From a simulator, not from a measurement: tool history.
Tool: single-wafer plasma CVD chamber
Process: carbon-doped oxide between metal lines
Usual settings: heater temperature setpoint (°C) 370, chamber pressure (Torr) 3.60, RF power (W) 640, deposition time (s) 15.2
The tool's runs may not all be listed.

run   hour  heater temperature setpoint (°C)  chamber pressure (Torr)  RF power (W)  deposition time (s)  read-back reference wafer on the same gauge, thickness_nm  mean film thickness on the monitor wafer (angstrom)
  1    0.0                               370                     3.60           640                 15.2                                                     87.181                                               756.14
  2   18.0                               370                     3.60           640                 15.2                                                     87.235                                               755.59
  3   27.4                               370                     3.60           640                 15.2                                                     87.195                                               754.22
      41.4  -- thermocouple changed; heater temperature recalibrated
  4   42.2                               370                     3.60           640                 16.3                                                     87.314                                               808.97
  5   49.9                               370                     3.60           640                 16.3                                                     87.184                                               809.49
  6   67.0                               370                     3.60           640                 15.2                                                     87.227                                               754.86
      70.1  -- gauge calibrated
  7   82.4                               370                     3.60           640                 15.2                                                     87.129                                               754.80
  8   98.8                               370                     3.60           640                 17.2                                                     87.265                                               848.68
     109.1  -- capacitance manometer re-zeroed and calibrated
     118.6  -- RF generator calibrated
  9  119.1                               370                     3.60           640                 15.2                                                     87.235                                               741.00
 10  128.1                               370                     3.60           640                 15.2                                                     87.189                                               738.79
 11  137.8                               370                     4.22           640                 15.2                                                     87.183                                               755.11
 12  153.9                               364                     3.96           755                 15.2                                                     87.239                                               804.20
 13  161.7                               370                     3.60           640                 15.2                                                     87.166                                               742.99
 14  175.2                               360                     3.97           580                 16.7                                                     87.260                                               817.94
 15  192.9                               378                     3.60           640                 15.2                                                     87.139                                               724.95
 16  206.6                               370                     3.60           525                 17.6                                                     87.195                                               806.13
     223.2  -- RF generator calibrated, repeated, since the last time left the tool worse
     223.2  -- showerhead replaced
 17  223.7                               370                     3.60           640                 17.3                                                     87.208                                               869.35
 18  224.0                               370                     3.60           640                 15.2                                                     87.299                                               764.92
 19  236.9                               370                     3.60           640                 15.2                                                     87.164                                               763.22
 20  246.5                               360                     4.00           710                 17.7                                                     87.184                                               954.60
 21  260.6                               366                     4.39           700                 18.2                                                     87.188                                               975.24
 22  273.2                               370                     3.60           545                 15.2                                                     87.186                                               726.42
 23  279.6                               370                     3.60           640                 16.5                                                     87.288                                               828.68
 24  297.6                               370                     3.60           640                 15.2                                                     87.231                                               764.00
 25  304.5                               362                     4.10           540                 16.4                                                     87.180                                               811.65
 26  312.1                               358                     3.04           550                 13.4                                                     87.291                                               649.93
 27  320.9                               365                     3.09           640                 14.1                                                     87.144                                               708.44
 28  335.6                               359                     3.07           640                 15.2                                                     87.104                                               772.73
 29  350.8                               384                     3.97           545                 15.2                                                     87.263                                               711.14

4 ways to go on from here, each from the tool as it stands after run 29. What would each give?
  A  351.2                               370                     3.60           640                 15.2                                                          ?                                                    ?
  B  351.2                               356                     3.00           745                 15.2                                                          ?                                                    ?
  C  351.2                               382                     3.60           640                 15.2                                                          ?                                                    ?
  D  351.2                               358                     2.70           695                 12.7                                                          ?                                                    ?

run  read-back reference wafer on the same gauge, thickness_nm  mean film thickness on the monitor wafer (angstrom)
  A                                                     87.176                                               763.18
  B                                                     87.176                                               819.97
  C                                                     87.176                                               742.00
  D                                                     87.176                                               662.72
Without the tool's hidden state the same runs would have given:
run  mean film thickness on the monitor wafer (angstrom)
  A                                               766.44
  B                                               823.40
  C                                               745.17
  D                                               665.49
